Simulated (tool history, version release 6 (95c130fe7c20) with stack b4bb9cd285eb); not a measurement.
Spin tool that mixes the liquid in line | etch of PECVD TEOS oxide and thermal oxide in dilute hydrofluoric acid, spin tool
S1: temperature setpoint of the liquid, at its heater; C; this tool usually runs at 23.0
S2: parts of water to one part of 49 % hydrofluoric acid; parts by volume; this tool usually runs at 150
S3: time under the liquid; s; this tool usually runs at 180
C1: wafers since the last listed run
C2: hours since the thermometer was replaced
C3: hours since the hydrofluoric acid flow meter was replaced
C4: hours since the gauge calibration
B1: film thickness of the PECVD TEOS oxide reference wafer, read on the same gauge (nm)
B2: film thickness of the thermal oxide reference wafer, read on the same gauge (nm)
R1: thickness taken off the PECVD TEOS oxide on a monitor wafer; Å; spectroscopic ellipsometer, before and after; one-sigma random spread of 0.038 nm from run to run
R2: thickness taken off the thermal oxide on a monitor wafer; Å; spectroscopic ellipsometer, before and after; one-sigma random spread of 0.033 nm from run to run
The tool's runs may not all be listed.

run,hour,S1,S2,S3,C1,C2,C3,C4,B1,B2,R1,R2
1,0.0,23.0,150,105,0,2503.1,957.7,463.1,129.98,100.00,54.7,29.1
2,40.0,23.0,150,105,195,2543.1,997.7,503.1,130.00,99.99,54.7,29.1
3,54.1,23.0,150,180,68,2557.2,1011.8,517.2,130.01,100.02,92.9,49.9
4,62.7,23.0,150,180,42,2565.8,1020.4,525.8,130.00,100.00,94.6,49.4
5,77.6,23.0,220,70,72,2580.7,1035.3,540.7,129.97,99.99,23.3,12.4
6,94.8,23.0,120,180,84,2597.9,1052.5,557.9,130.03,100.00,120.5,64.5
7,103.0,23.0,130,250,40,2606.1,1060.7,566.1,130.00,100.02,154.2,81.4
8,110.2,23.0,150,245,35,2613.3,1067.9,573.3,129.99,100.02,126.8,67.8
9,119.2,23.0,150,180,43,2622.3,1076.9,582.3,129.98,100.00,93.7,49.1
10,134.4,19.0,150,115,74,2637.5,1092.1,597.5,130.01,100.02,50.8,26.7
# hour 142.9: hydrofluoric acid flow meter replaced
11,143.4,23.0,150,180,39,2646.5,0.5,606.5,129.98,100.00,91.2,48.2
# hour 155.9: gauge calibrated
12,160.8,23.0,150,180,85,2663.9,17.9,4.9,130.01,100.01,91.0,48.0
13,174.9,20.0,115,240,68,2678.0,32.0,19.0,130.05,100.02,145.2,77.1
14,187.4,23.0,120,180,61,2690.5,44.5,31.5,130.06,100.02,117.2,62.5
15,201.7,27.0,150,180,69,2704.8,58.8,45.8,129.99,100.01,106.3,56.6
# hour 203.8: thermometer replaced
16,218.7,23.0,215,135,78,14.9,75.8,62.8,129.99,99.99,47.7,25.4
17,230.7,26.5,195,280,58,26.9,87.8,74.8,130.02,100.02,127.0,67.9
18,246.2,23.0,150,180,75,42.4,103.3,90.3,129.98,100.00,97.3,51.7
19,252.9,21.0,195,250,32,49.1,110.0,97.0,130.00,99.99,92.0,49.2
20,269.5,26.0,150,180,81,65.7,126.6,113.6,129.98,99.98,109.3,58.7
21,282.3,18.0,95,145,62,78.5,139.4,126.4,130.02,100.01,107.7,56.9
22,299.6,23.0,150,180,84,95.8,156.7,143.7,130.03,100.01,97.1,51.6
23,308.1,24.5,85,90,41,104.3,165.2,152.2,130.04,99.97,97.8,52.7
24,321.9,23.0,150,180,67,118.1,179.0,166.0,130.02,100.01,98.0,51.8
25,342.5,20.0,180,95,100,138.7,199.6,186.6,129.98,99.98,37.3,19.4

Forecast each of these 5 alternatives for the next run:
A,343.0,23.0,150,180,2,139.2,200.1,187.1,?,?,?,?
B,343.0,23.0,150,115,2,139.2,200.1,187.1,?,?,?,?
C,343.0,21.5,120,125,2,139.2,200.1,187.1,?,?,?,?
D,343.0,21.0,185,100,2,139.2,200.1,187.1,?,?,?,?
E,343.0,27.0,215,180,2,139.2,200.1,187.1,?,?,?,?

run,B1,B2,R1,R2
A,129.96,100.00,97.7,51.6
B,129.96,100.00,62.4,33.0
C,129.96,100.00,82.6,43.6
D,129.96,100.00,39.2,20.7
E,129.96,100.00,73.6,38.9
Had the tool no hidden state, the same runs would have come out as:
run,R1,R2
A,99.6,52.6
B,63.6,33.6
C,84.3,44.6
D,40.0,21.1
E,74.9,39.6

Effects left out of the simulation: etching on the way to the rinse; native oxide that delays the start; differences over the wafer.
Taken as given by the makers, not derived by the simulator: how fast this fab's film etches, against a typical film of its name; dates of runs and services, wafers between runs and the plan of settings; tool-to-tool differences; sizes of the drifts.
